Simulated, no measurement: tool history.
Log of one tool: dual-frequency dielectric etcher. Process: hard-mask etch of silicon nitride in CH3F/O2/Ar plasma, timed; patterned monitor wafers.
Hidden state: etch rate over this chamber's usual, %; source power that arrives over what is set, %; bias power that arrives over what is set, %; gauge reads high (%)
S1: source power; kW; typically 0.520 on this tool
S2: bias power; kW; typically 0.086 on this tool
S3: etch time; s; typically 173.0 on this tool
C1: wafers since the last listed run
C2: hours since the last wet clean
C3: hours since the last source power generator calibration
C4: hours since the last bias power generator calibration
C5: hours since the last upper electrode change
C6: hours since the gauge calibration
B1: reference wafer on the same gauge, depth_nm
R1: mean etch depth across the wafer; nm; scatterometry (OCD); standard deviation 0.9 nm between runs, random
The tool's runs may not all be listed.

{"run": 1, "day": 0.0, "S1": 0.52, "S2": 0.086, "S3": 133.5, "C1": 0, "C2": 490.5, "C3": 2147.2, "C4": 2152.9, "C5": 2667.1, "C6": 1003.7, "B1": 111.7, "R1": 104.5}
{"day": 1.896, "done": "wet clean of the chamber"}
{"run": 2, "day": 4.075, "S1": 0.52, "S2": 0.086, "S3": 133.5, "C1": 654, "C2": 52.3, "C3": 2245.0, "C4": 2250.7, "C5": 2764.9, "C6": 1101.5, "B1": 111.9, "R1": 104.7}
{"run": 3, "day": 7.217, "S1": 0.52, "S2": 0.086, "S3": 133.5, "C1": 668, "C2": 127.7, "C3": 2320.4, "C4": 2326.1, "C5": 2840.3, "C6": 1176.9, "B1": 111.8, "R1": 104.8}
{"run": 4, "day": 9.425, "S1": 0.52, "S2": 0.086, "S3": 173.0, "C1": 470, "C2": 180.7, "C3": 2373.4, "C4": 2379.1, "C5": 2893.3, "C6": 1229.9, "B1": 111.9, "R1": 134.7}
{"run": 5, "day": 11.688, "S1": 0.52, "S2": 0.086, "S3": 173.0, "C1": 481, "C2": 235.0, "C3": 2427.7, "C4": 2433.4, "C5": 2947.6, "C6": 1284.2, "B1": 112.1, "R1": 133.9}
{"run": 6, "day": 13.329, "S1": 0.52, "S2": 0.092, "S3": 173.0, "C1": 349, "C2": 274.4, "C3": 2467.1, "C4": 2472.8, "C5": 2987.0, "C6": 1323.6, "B1": 112.0, "R1": 138.8}
{"run": 7, "day": 17.583, "S1": 0.52, "S2": 0.092, "S3": 173.0, "C1": 905, "C2": 376.5, "C3": 2569.2, "C4": 2574.9, "C5": 3089.1, "C6": 1425.7, "B1": 111.8, "R1": 136.7}
{"run": 8, "day": 19.192, "S1": 0.52, "S2": 0.092, "S3": 173.0, "C1": 342, "C2": 415.1, "C3": 2607.8, "C4": 2613.5, "C5": 3127.7, "C6": 1464.3, "B1": 111.7, "R1": 137.9}
{"run": 9, "day": 21.279, "S1": 0.52, "S2": 0.086, "S3": 138.0, "C1": 444, "C2": 465.2, "C3": 2657.9, "C4": 2663.6, "C5": 3177.8, "C6": 1514.4, "B1": 112.0, "R1": 106.6}
{"run": 10, "day": 23.092, "S1": 0.52, "S2": 0.096, "S3": 173.0, "C1": 385, "C2": 508.7, "C3": 2701.4, "C4": 2707.1, "C5": 3221.3, "C6": 1557.9, "B1": 112.1, "R1": 139.5}
{"day": 24.146, "done": "wet clean of the chamber"}
{"day": 25.642, "done": "upper electrode replaced"}
{"run": 11, "day": 25.662, "S1": 0.52, "S2": 0.086, "S3": 173.0, "C1": 121, "C2": 36.4, "C3": 2763.1, "C4": 2768.8, "C5": 0.5, "C6": 1619.6, "B1": 112.1, "R1": 134.1}
{"run": 12, "day": 28.017, "S1": 0.52, "S2": 0.086, "S3": 173.0, "C1": 501, "C2": 92.9, "C3": 2819.6, "C4": 2825.3, "C5": 57.0, "C6": 1676.1, "B1": 112.0, "R1": 134.5}
{"run": 13, "day": 31.817, "S1": 0.52, "S2": 0.086, "S3": 173.0, "C1": 808, "C2": 184.1, "C3": 2910.8, "C4": 2916.5, "C5": 148.2, "C6": 1767.3, "B1": 111.9, "R1": 134.2}
{"run": 14, "day": 33.929, "S1": 0.65, "S2": 0.065, "S3": 173.0, "C1": 449, "C2": 234.8, "C3": 2961.5, "C4": 2967.2, "C5": 198.9, "C6": 1818.0, "B1": 112.2, "R1": 141.5}
{"run": 15, "day": 37.821, "S1": 0.41, "S2": 0.094, "S3": 188.5, "C1": 828, "C2": 328.2, "C3": 3054.9, "C4": 3060.6, "C5": 292.3, "C6": 1911.4, "B1": 112.2, "R1": 131.3}
{"day": 38.375, "done": "source power generator calibrated"}
{"run": 16, "day": 41.162, "S1": 0.52, "S2": 0.086, "S3": 173.0, "C1": 675, "C2": 408.4, "C3": 66.9, "C4": 3140.8, "C5": 372.5, "C6": 1991.6, "B1": 112.0, "R1": 133.5}
{"day": 43.5, "done": "gauge calibrated"}
{"run": 17, "day": 43.642, "S1": 0.43, "S2": 0.086, "S3": 173.0, "C1": 527, "C2": 467.9, "C3": 126.4, "C4": 3200.3, "C5": 432.0, "C6": 3.4, "B1": 112.2, "R1": 121.8}
{"day": 44.683, "done": "wet clean of the chamber"}
{"run": 18, "day": 47.45, "S1": 0.6, "S2": 0.086, "S3": 186.5, "C1": 597, "C2": 66.4, "C3": 217.8, "C4": 3291.7, "C5": 523.4, "C6": 94.8, "B1": 111.9, "R1": 156.6}
{"run": 19, "day": 49.088, "S1": 0.52, "S2": 0.086, "S3": 190.0, "C1": 348, "C2": 105.7, "C3": 257.1, "C4": 3331.0, "C5": 562.7, "C6": 134.1, "B1": 111.7, "R1": 146.9}
{"run": 20, "day": 50.7, "S1": 0.52, "S2": 0.074, "S3": 211.5, "C1": 343, "C2": 144.4, "C3": 295.8, "C4": 3369.7, "C5": 601.4, "C6": 172.8, "B1": 111.7, "R1": 157.7}
{"run": 21, "day": 54.779, "S1": 0.52, "S2": 0.101, "S3": 138.0, "C1": 868, "C2": 242.3, "C3": 393.7, "C4": 3467.6, "C5": 699.3, "C6": 270.7, "B1": 112.2, "R1": 113.6}
{"day": 55.892, "done": "bias power generator calibrated"}
{"run": 22, "day": 56.604, "S1": 0.64, "S2": 0.086, "S3": 190.0, "C1": 353, "C2": 286.1, "C3": 437.5, "C4": 17.1, "C5": 743.1, "C6": 314.5, "B1": 112.0, "R1": 164.1}
{"run": 23, "day": 59.717, "S1": 0.52, "S2": 0.086, "S3": 173.0, "C1": 662, "C2": 360.8, "C3": 512.2, "C4": 91.8, "C5": 817.8, "C6": 389.2, "B1": 112.2, "R1": 135.6}
{"run": 24, "day": 61.358, "S1": 0.45, "S2": 0.095, "S3": 194.5, "C1": 349, "C2": 400.2, "C3": 551.6, "C4": 131.2, "C5": 857.2, "C6": 428.6, "B1": 112.1, "R1": 144.6}
{"run": 25, "day": 64.421, "S1": 0.52, "S2": 0.086, "S3": 173.0, "C1": 651, "C2": 473.7, "C3": 625.1, "C4": 204.7, "C5": 930.7, "C6": 502.1, "B1": 112.0, "R1": 135.6}
{"day": 67.946, "done": "wet clean of the chamber"}
{"run": 26, "day": 67.967, "S1": 0.52, "S2": 0.086, "S3": 138.5, "C1": 541, "C2": 0.5, "C3": 710.2, "C4": 289.8, "C5": 1015.8, "C6": 587.2, "B1": 112.0, "R1": 107.6}
{"run": 27, "day": 70.071, "S1": 0.48, "S2": 0.086, "S3": 173.0, "C1": 447, "C2": 51.0, "C3": 760.7, "C4": 340.3, "C5": 1066.3, "C6": 637.7, "B1": 111.6, "R1": 128.7}

Hidden state at the last listed run before each entry between runs and at the first one after, where it differs:
In the gap between runs 1 and 2: wet clean of the chamber (day 1.896)
  no difference in the tool's unlogged condition between these two runs
In the gap between runs 10 and 11: wet clean of the chamber (day 24.146); upper electrode replaced (day 25.642)
  no difference in the tool's unlogged condition between these two runs
In the gap between runs 15 and 16: source power generator calibrated (day 38.375)
  no difference in the tool's unlogged condition between these two runs
In the gap between runs 16 and 17: gauge calibrated (day 43.500)
  no difference in the tool's unlogged condition between these two runs
In the gap between runs 17 and 18: wet clean of the chamber (day 44.683)
  no difference in the tool's unlogged condition between these two runs
In the gap between runs 21 and 22: bias power generator calibrated (day 55.892)
  no difference in the tool's unlogged condition between these two runs
In the gap between runs 25 and 26: wet clean of the chamber (day 67.946)
  no difference in the tool's unlogged condition between these two runs

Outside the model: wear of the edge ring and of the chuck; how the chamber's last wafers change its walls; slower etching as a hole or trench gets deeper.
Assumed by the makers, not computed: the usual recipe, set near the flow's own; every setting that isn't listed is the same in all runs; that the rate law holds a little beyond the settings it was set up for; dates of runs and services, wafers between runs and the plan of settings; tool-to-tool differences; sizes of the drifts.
